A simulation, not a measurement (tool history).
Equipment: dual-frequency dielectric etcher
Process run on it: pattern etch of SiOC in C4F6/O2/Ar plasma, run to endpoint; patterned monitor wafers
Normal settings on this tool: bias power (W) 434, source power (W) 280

run	day	bias power (W)	source power (W)	incoming incoming film thickness, nm	endpoint time (s)
1	0	434	280	33.71	11.7
2	2.154	434	280	33.51	12.2
3	4.567	475	280	33.35	11.6
4	7.304	434	300	33.29	11.6
5	9.533	434	220	33.36	12.8
6	10.654	434	220	33.09	12.7
7	12.112	434	220	33.13	12.7
8	13.933	434	230	33.28	12.5
9	15.933	434	230	33.31	12.4
10	18.5	434	230	33.42	12.4
11	19.617	378	310	33.33	11.7
12	20.658	434	280	33.07	11.5
13	21.833	434	280	33.52	11.7
14	23.058	338	330	33.34	11.7
15	26.533	346	300	33.09	12.9
16	28.425	331	330	33.42	12.7
17	30.421	434	280	33.44	12.1
18	33.358	434	280	33.19	12
19	35.379	397	250	33.22	12.7
20	37.621	381	320	32.82	11.6
21	39.012	434	280	33.19	11.9
22	40.542	434	280	33.36	11.8
23	41.617	434	280	33.5	11.8
24	43.067	531	310	33.42	10.7
25	44.725	540	260	33.67	11.3
26	46.667	498	280	33.25	11.2
27	48.288	434	280	33.56	11.7
28	51.758	434	280	33.58	12.3
29	52.392	434	340	33.23	11.2
30	53.929	434	240	33.7	12.7
31	56.788	378	310	33.4	12.1
32	58.204	378	330	33.57	11.8
33	59.896	346	240	33.36	13.5
34	62.762	515	280	33.35	11.3
35	64.375	364	320	33.21	12

The log once held 6 entries between its listed runs, left out of this copy. Where does each go, and what is different about the tool's unlogged condition between the listed run before it and the listed run after it?
Between runs 1 and 2: wet clean of the chamber (day 2.133)
  etch rate over this chamber's usual, %: 5.03 -> 0.653
  what was measured, less what the result would be without the hidden state, endpoint time (s): -0.6 -> -0.1
Between runs 9 and 10: source power generator calibrated (day 18.079)
  etch rate over this chamber's usual, %: 3.88 -> 4.49
  what was measured, less what the result would be without the hidden state, endpoint time (s): -0.5 -> -0.5
Between runs 14 and 15: wet clean of the chamber (day 26.512)
  etch rate over this chamber's usual, %: 5.56 -> -0.361
  what was measured, less what the result would be without the hidden state, endpoint time (s): -0.7 -> +0
Between runs 25 and 26: bias power generator calibrated (day 45.425); upper electrode replaced (day 46.438)
  etch rate over this chamber's usual, %: 3.91 -> 4.36
  what was measured, less what the result would be without the hidden state, endpoint time (s): -0.5 -> -0.5
Between runs 27 and 28: wet clean of the chamber (day 51.738)
  etch rate over this chamber's usual, %: 4.74 -> 0.21
  what was measured, less what the result would be without the hidden state, endpoint time (s): -0.5 -> +0

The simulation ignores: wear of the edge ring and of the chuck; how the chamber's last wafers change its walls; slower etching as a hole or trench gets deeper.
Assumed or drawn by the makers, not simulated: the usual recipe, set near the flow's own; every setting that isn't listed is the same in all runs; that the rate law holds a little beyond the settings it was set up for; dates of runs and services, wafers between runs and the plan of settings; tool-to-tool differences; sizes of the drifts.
